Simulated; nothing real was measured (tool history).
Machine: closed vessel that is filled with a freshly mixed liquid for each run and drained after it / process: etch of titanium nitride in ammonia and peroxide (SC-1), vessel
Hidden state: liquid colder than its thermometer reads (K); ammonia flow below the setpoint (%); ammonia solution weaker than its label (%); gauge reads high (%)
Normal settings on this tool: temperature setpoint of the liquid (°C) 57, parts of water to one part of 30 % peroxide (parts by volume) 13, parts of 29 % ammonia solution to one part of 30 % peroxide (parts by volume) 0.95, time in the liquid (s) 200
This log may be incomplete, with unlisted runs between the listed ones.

run   hour  temperature setpoint of the liquid (°C)  parts of water to one part of 30 % peroxide (parts by volume)  parts of 29 % ammonia solution to one part of 30 % peroxide (parts by volume)  time in the liquid (s)  wafers since the last listed run  hours since the thermometer was replaced  hours since the ammonia flow meter was replaced  hours since the drum of ammonia solution was connected  hours since the gauge calibration  read-back film thickness of the titanium nitride reference wafer, read on the same gauge (nm)  thickness taken off the titanium nitride on a monitor wafer (angstrom)
  1      0                                       57                                                           10.5                                                                           0.95                     200                                 0                                    1590.4                                            740.5                                                   285.4                              699.1                                                                                         129.99                                                                   167.4
  2   16.1                                       57                                                           10.5                                                                           0.95                     200                              2067                                    1606.5                                            756.6                                                   301.5                              715.2                                                                                         130.02                                                                   169.1
  3     33                                       57                                                             13                                                                            0.8                     200                              2170                                    1623.4                                            773.5                                                   318.4                              732.1                                                                                            130                                                                   147.2
  4   48.1                                       57                                                             13                                                                            0.8                     200                              1939                                    1638.5                                            788.6                                                   333.5                              747.2                                                                                         129.99                                                                   146.8
  5     83                                       57                                                             13                                                                           0.95                     200                              4482                                    1673.4                                            823.5                                                   368.4                              782.1                                                                                         130.02                                                                   149.4
  6  109.1                                       57                                                             13                                                                           0.95                     200                              3352                                    1699.5                                            849.6                                                   394.5                              808.2                                                                                         130.03                                                                   151.7
     131.9  -- new drum of ammonia solution connected
  7  137.7                                       57                                                             13                                                                           0.95                     200                              3544                                    1728.1                                            878.2                                                     5.8                              836.8                                                                                         130.01                                                                   150.6
     167.3  -- gauge calibrated
  8  169.2                                       57                                                           11.5                                                                           0.65                     200                              4045                                    1759.6                                            909.7                                                    37.3                                1.9                                                                                         129.98                                                                   150.6
  9    198                                       57                                                           11.5                                                                           0.65                     200                              3698                                    1788.4                                            938.5                                                    66.1                               30.7                                                                                         130.02                                                                   149.6
 10    231                                     62.5                                                             13                                                                           0.95                     130                              4238                                    1821.4                                            971.5                                                    99.1                               63.7                                                                                         130.02                                                                   139.8
 11  259.6                                       57                                                             13                                                                           0.95                     200                              3673                                      1850                                           1000.1                                                   127.7                               92.3                                                                                         130.02                                                                   149.4
 12  286.1                                       65                                                             13                                                                           0.95                     200                              3403                                    1876.5                                           1026.6                                                   154.2                              118.8                                                                                         129.97                                                                   254.3
     308.8  -- ammonia flow meter replaced
 13  309.7                                       57                                                           11.5                                                                           0.65                     200                              2902                                    1900.1                                              0.9                                                   177.8                              142.4                                                                                         129.97                                                                   148.7
     321.4  -- thermometer replaced
 14  341.6                                       57                                                             13                                                                            0.5                     110                              3968                                      20.2                                             32.8                                                   209.7                              174.3                                                                                         129.97                                                                    80.7
 15  361.9                                     49.5                                                           17.5                                                                            1.2                     130                              2607                                      40.5                                             53.1                                                     230                              194.6                                                                                            130                                                                    56.4
 16  383.4                                     60.5                                                             18                                                                            0.8                     235                              2761                                        62                                             74.6                                                   251.5                              216.1                                                                                            130                                                                   197.5
 17  401.8                                       57                                                             13                                                                           0.95                     200                              2363                                      80.4                                               93                                                   269.9                              234.5                                                                                            130                                                                   161.9
 18  426.4                                       49                                                             13                                                                            1.2                      85                              3159                                       105                                            117.6                                                   294.5                              259.1                                                                                         129.99                                                                    41.8
       456  -- new drum of ammonia solution connected
 19  460.8                                       57                                                             13                                                                           0.95                     200                              4289                                     139.4                                              152                                                     4.8                              293.5                                                                                         129.97                                                                   161.8
 20  481.7                                     62.5                                                             18                                                                           0.95                     145                              2684                                     160.3                                            172.9                                                    25.7                              314.4                                                                                            130                                                                     142
 21  506.5                                       57                                                              8                                                                            1.2                     125                              3185                                     185.1                                            197.7                                                    50.5                              339.2                                                                                         129.99                                                                   133.3
 22    524                                       49                                                             15                                                                           0.85                     135                              2247                                     202.6                                            215.2                                                      68                              356.7                                                                                         130.01                                                                    57.6
 23  540.1                                       63                                                           18.5                                                                            1.2                     125                              2067                                     218.7                                            231.3                                                    84.1                              372.8                                                                                         130.01                                                                   129.1
 24  560.8                                     50.5                                                           16.5                                                                            1.2                     290                              2658                                     239.4                                              252                                                   104.8                              393.5                                                                                            130                                                                   137.7
 25  591.8                                     47.5                                                           18.5                                                                            0.6                     140                              3981                                     270.4                                              283                                                   135.8                              424.5                                                                                         130.01                                                                    44.7
 26  612.8                                       57                                                            8.5                                                                           0.95                     255                              2697                                     291.4                                              304                                                   156.8                              445.5                                                                                         129.99                                                                   256.7
 27  640.4                                       57                                                             19                                                                           0.95                     200                              3544                                       319                                            331.6                                                   184.4                              473.1                                                                                         129.99                                                                   130.6

Here are 5 independent what-if runs from the current tool condition. What would each one return?
  A  641.1                                       57                                                             13                                                                            1.2                     200                                89                                     319.7                                            332.3                                                   185.1                              473.8                                                                                              ?                                                                       ?
  B  641.1                                       57                                                           10.5                                                                           0.65                     135                                89                                     319.7                                            332.3                                                   185.1                              473.8                                                                                              ?                                                                       ?
  C  641.1                                       48                                                             13                                                                            0.6                     200                                89                                     319.7                                            332.3                                                   185.1                              473.8                                                                                              ?                                                                       ?
  D  641.1                                     53.5                                                           17.5                                                                            0.6                     200                                89                                     319.7                                            332.3                                                   185.1                              473.8                                                                                              ?                                                                       ?
  E  641.1                                       64                                                             13                                                                           0.95                     200                                89                                     319.7                                            332.3                                                   185.1                              473.8                                                                                              ?                                                                       ?

run  read-back film thickness of the titanium nitride reference wafer, read on the same gauge (nm)  thickness taken off the titanium nitride on a monitor wafer (angstrom)
  A                                                                                         129.99                                                                   168.1
  B                                                                                         129.99                                                                   114.8
  C                                                                                         129.99                                                                    80.8
  D                                                                                         129.99                                                                   100.7
  E                                                                                         129.99                                                                   256.3
Without the tool's unlogged condition, the same runs would have read:
run  thickness taken off the titanium nitride on a monitor wafer (angstrom)
  A                                                                   171.2
  B                                                                   116.9
  C                                                                    82.3
  D                                                                   102.6
  E                                                                   260.8

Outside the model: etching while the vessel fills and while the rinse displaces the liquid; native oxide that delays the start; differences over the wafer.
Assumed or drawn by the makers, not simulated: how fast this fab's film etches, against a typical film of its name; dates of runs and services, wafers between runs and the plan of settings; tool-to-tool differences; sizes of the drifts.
